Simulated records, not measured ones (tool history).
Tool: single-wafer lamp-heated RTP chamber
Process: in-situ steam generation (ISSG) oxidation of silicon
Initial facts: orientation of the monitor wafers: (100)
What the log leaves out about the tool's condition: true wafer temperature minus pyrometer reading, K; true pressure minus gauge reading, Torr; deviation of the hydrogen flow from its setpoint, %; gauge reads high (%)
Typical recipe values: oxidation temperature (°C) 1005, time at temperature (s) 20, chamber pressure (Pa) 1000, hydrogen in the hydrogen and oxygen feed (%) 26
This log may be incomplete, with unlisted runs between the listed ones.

run,hour,oxidation temperature (°C),time at temperature (s),chamber pressure (Pa),hydrogen in the hydrogen and oxygen feed (%),wafers since the last listed run,wafers since the last pyrometer calibration,hours since the pressure gauge was zeroed,hours since the hydrogen flow controller was replaced,hours since the gauge calibration,"read-back reference wafer on the same gauge, thickness",oxide thickness on the monitor wafer (Å)
1,0.0,1005,20,1080,23,0,2556,2562.3,6725.1,393.6,4.767,56.68
2,99.6,1005,20,1000,29,909,3466,2661.9,6824.7,493.2,4.770,60.23
3,140.4,1005,20,1120,26,372,3838,2702.7,6865.5,534.0,4.771,58.25
4,214.0,1005,20,1000,26,672,4511,2776.3,6939.1,607.6,4.772,58.73
5,260.3,1005,20,1000,26,422,4934,2822.6,6985.4,653.9,4.770,58.67
6,305.5,1005,20,1000,26,412,5346,2867.8,7030.6,699.1,4.769,58.91
7,387.6,1015,20,1000,26,749,6096,2949.9,7112.7,781.2,4.773,61.41
# hour 416.5: pyrometer window cleaned and pyrometer calibrated
8,424.9,1015,20,1000,26,267,76,2987.2,7150.0,818.5,4.771,60.78
9,480.8,1005,20,1000,26,510,586,3043.1,7205.9,874.4,4.772,58.13
# hour 672.2: hydrogen flow controller replaced
10,675.6,1005,20,1000,26,1706,2293,3237.9,3.4,1069.2,4.769,58.32
# hour 749.6: gauge calibrated
11,767.9,1019,28,920,32,843,3136,3330.2,95.7,18.3,4.770,77.80
12,818.5,986,17,1000,16,462,3598,3380.8,146.3,68.9,4.769,44.92
13,904.5,998,27,1107,17,785,4384,3466.8,232.3,154.9,4.771,59.15
14,995.6,1005,20,1000,17,832,5216,3557.9,323.4,246.0,4.770,52.97
# hour 1013.0: pressure gauge zeroed
15,1067.2,1005,20,1000,26,580,5797,54.2,395.0,317.6,4.771,58.78
16,1110.3,1024,20,1000,26,393,6190,97.3,438.1,360.7,4.770,64.09
# hour 1124.0: pyrometer window cleaned and pyrometer calibrated
17,1152.6,1005,20,1000,22,313,261,139.6,480.4,403.0,4.767,55.82
18,1251.3,994,23,920,18,901,1162,238.3,579.1,501.7,4.772,54.05
19,1313.9,1005,20,920,26,571,1734,300.9,641.7,564.3,4.771,58.22

Entry by entry between the runs, the difference in hidden state between the last listed run before and the first listed run after:
Logged between run 7 and run 8: pyrometer window cleaned and pyrometer calibrated (hour 416.5)
  true wafer temperature minus pyrometer reading, K: 2.6 -> 0.0633
  measured value less the no-hidden-state value, oxide thickness on the monitor wafer (Å): +0.72 -> +0.02
Logged between run 9 and run 10: hydrogen flow controller replaced (hour 672.2)
  true wafer temperature minus pyrometer reading, K: 0.273 -> 1
  measured value less the no-hidden-state value, oxide thickness on the monitor wafer (Å): +0.06 -> +0.25
Logged between run 10 and run 11: gauge calibrated (hour 749.6)
  true wafer temperature minus pyrometer reading, K: 1 -> 1.35
  measured value less the no-hidden-state value, oxide thickness on the monitor wafer (Å): +0.25 -> +0.52
Logged between run 14 and run 15: pressure gauge zeroed (hour 1013.0)
  true wafer temperature minus pyrometer reading, K: 2.21 -> 2.47
  measured value less the no-hidden-state value, oxide thickness on the monitor wafer (Å): +0.49 -> +0.61
Logged between run 16 and run 17: pyrometer window cleaned and pyrometer calibrated (hour 1124.0)
  true wafer temperature minus pyrometer reading, K: 2.64 -> 0.301
  measured value less the no-hidden-state value, oxide thickness on the monitor wafer (Å): +0.80 -> +0.07
